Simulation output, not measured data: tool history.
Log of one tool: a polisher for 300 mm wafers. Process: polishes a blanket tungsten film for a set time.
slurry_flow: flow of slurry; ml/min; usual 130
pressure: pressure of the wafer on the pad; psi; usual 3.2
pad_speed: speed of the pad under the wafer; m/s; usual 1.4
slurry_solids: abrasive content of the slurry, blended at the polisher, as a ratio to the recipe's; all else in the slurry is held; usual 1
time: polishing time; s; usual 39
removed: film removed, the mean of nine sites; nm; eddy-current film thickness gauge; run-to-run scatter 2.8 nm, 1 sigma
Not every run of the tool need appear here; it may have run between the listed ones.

run	hour	slurry_flow	pressure	pad_speed	slurry_solids	time	wafers since the last listed run	wafers polished on this pad	hours since the slurry nozzle was cleaned	hours since the head pressure was calibrated	hours since the slurry blender was calibrated	hours since the slurry got fresh peroxide	incoming thickness of the incoming film, nm	removed
1	0	130	3.2	1.4	1	39	0	101	199.4	239.2	4.6	40.4	623.9	221.3
2	8.7	130	3.2	1.4	1	39	100	201	208.1	247.9	13.3	49.1	616.4	219.5
3	24.6	130	3.2	1.4	1	39	183	384	224	263.8	29.2	65	608.6	212.5
4	67.5	130	3.2	1.4	1	39	494	878	266.9	306.7	72.1	107.9	618.8	196.1
5	82.7	130	3.2	1.4	1	39	175	1053	282.1	321.9	87.3	123.1	621.3	187.8
# hour 87.7: worn pad replaced by a new one
# hour 89.7: slurry tank refilled with fresh slurry and peroxide
6	97.1	130	3.2	1.4	1	39	108	97	296.5	336.3	101.7	7.4	608.1	233.7
7	114.9	130	3.2	1.4	1	39	205	302	314.3	354.1	119.5	25.2	613.1	221.7
8	123.8	90	3.2	1.58	0.7	35	102	404	323.2	363	128.4	34.1	607.3	196.2
9	130.9	130	3.2	1.4	1	52	81	486	330.3	370.1	135.5	41.2	615.7	296.7
# hour 134.7: slurry nozzle cleaned
# hour 137: head pressure recalibrated
10	142.2	155	2.7	1.56	1	39	95	582	7.5	5.2	146.8	52.5	630.8	208.8
11	148.3	130	3.7	1.52	1	39	70	652	13.6	11.3	152.9	58.6	618.5	256.4
# hour 153: slurry blender recalibrated
# hour 177.9: worn pad replaced by a new one
12	178.4	150	3.2	1.74	1	44	277	6	43.7	41.4	25.4	88.7	623.7	308.6
13	184.9	130	3.2	1.4	1	39	74	81	50.2	47.9	31.9	95.2	609.6	217.9
14	194.7	130	3.2	1.4	1	39	112	194	60	57.7	41.7	105	622.2	219.4

Measured result minus the same run's result without the hidden state. Both carry the same run-to-run variation, though not necessarily the same gauge scatter:
The tool's hidden condition here consists of: removal rate lost through wear of the pad, %; slurry flow missing at the pad, %; deviation of the head's pressure from its setpoint, %; abrasive missing from the slurry, %; peroxide lost from the slurry, %.
run	removed
1	-17.4
2	-19.3
3	-23.3
4	-40.5
5	-48.9
6	-4.9
7	-10.9
8	-12.8
9	-23.4
10	-21.5
11	-30.1
12	-22.1
13	-16.1
14	-17.3

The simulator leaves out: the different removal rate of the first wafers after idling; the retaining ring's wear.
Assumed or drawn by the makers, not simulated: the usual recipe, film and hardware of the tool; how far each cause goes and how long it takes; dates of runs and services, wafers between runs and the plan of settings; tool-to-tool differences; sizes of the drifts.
